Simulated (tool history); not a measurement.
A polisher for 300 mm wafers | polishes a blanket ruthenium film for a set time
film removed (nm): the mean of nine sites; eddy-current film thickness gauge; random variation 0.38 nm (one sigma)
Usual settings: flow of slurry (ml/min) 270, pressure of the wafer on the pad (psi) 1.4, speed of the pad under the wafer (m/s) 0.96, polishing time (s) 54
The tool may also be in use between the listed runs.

run   hour  flow of slurry (ml/min)  pressure of the wafer on the pad (psi)  speed of the pad under the wafer (m/s)  polishing time (s)  wafers since the last listed run  wafers polished on this pad  hours since the slurry nozzle was cleaned  hours since the head pressure was calibrated  incoming thickness of the incoming film, nm  film removed (nm)
  1    0.0                      270                                     1.4                                    1.14                  54                                 0                           87                                      290.5                                         365.9                                        395.5               52.6
  2    6.3                      270                                     1.4                                    1.14                  54                                58                          145                                      296.8                                         372.2                                        400.1               52.5
  3   23.0                      270                                     1.4                                    1.14                  54                               154                          300                                      313.5                                         388.9                                        404.6               53.0
  4   36.1                      270                                     1.4                                    0.80                  54                               121                          421                                      326.6                                         402.0                                        397.2               42.9
      48.4  -- worn pad replaced by a new one
  5   49.5                      270                                     1.4                                    0.96                  54                                87                           10                                      340.0                                         415.4                                        399.4               47.5
  6   62.5                      270                                     1.4                                    0.96                  54                               120                          130                                      353.0                                         428.4                                        401.3               48.2
      64.8  -- slurry nozzle cleaned
  7   70.2                      270                                     1.4                                    0.96                  54                                62                          192                                        5.4                                         436.1                                        401.6               47.7
      73.2  -- head pressure recalibrated
  8   86.4                      270                                     1.4                                    0.96                  54                               131                          324                                       21.6                                          13.2                                        398.3               47.4
  9   99.4                      270                                     1.4                                    0.96                  54                               120                          444                                       34.6                                          26.2                                        399.3               47.6
     107.8  -- worn pad replaced by a new one
 10  108.3                      240                                     1.4                                    0.78                  54                                45                            4                                       43.5                                          35.1                                        399.1               42.4
 11  113.1                      210                                     1.7                                    1.08                  54                                44                           48                                       48.3                                          39.9                                        399.9               61.6
 12  128.2                      270                                     1.4                                    0.96                  54                               139                          188                                       63.4                                          55.0                                        402.3               47.5
 13  137.4                      270                                     1.2                                    0.96                  39                                85                          273                                       72.6                                          64.2                                        403.4               29.2
 14  154.7                      270                                     1.4                                    1.16                  49                               160                          434                                       89.9                                          81.5                                        399.9               48.7
     172.0  -- worn pad replaced by a new one
 15  172.4                      270                                     1.4                                    0.96                  54                               126                            3                                      107.6                                          99.2                                        397.8               46.9
 16  181.8                      270                                     1.9                                    1.24                  54                                87                           90                                      117.0                                         108.6                                        400.5               76.1
 17  191.2                      320                                     1.2                                    0.96                  54                                87                          178                                      126.4                                         118.0                                        400.9               40.9
 18  206.6                      350                                     1.4                                    0.96                  54                               142                          320                                      141.8                                         133.4                                        403.7               48.4

Hidden state at the last listed run before each entry between runs and at the first one after, where it differs:
Between runs 4 and 5: worn pad replaced by a new one (hour 48.4)
  no hidden state differs between the two runs
Between runs 6 and 7: slurry nozzle cleaned (hour 64.8)
  no hidden state differs between the two runs
Between runs 7 and 8: head pressure recalibrated (hour 73.2)
  no hidden state differs between the two runs
Between runs 9 and 10: worn pad replaced by a new one (hour 107.8)
  no hidden state differs between the two runs
Between runs 14 and 15: worn pad replaced by a new one (hour 172.0)
  no hidden state differs between the two runs
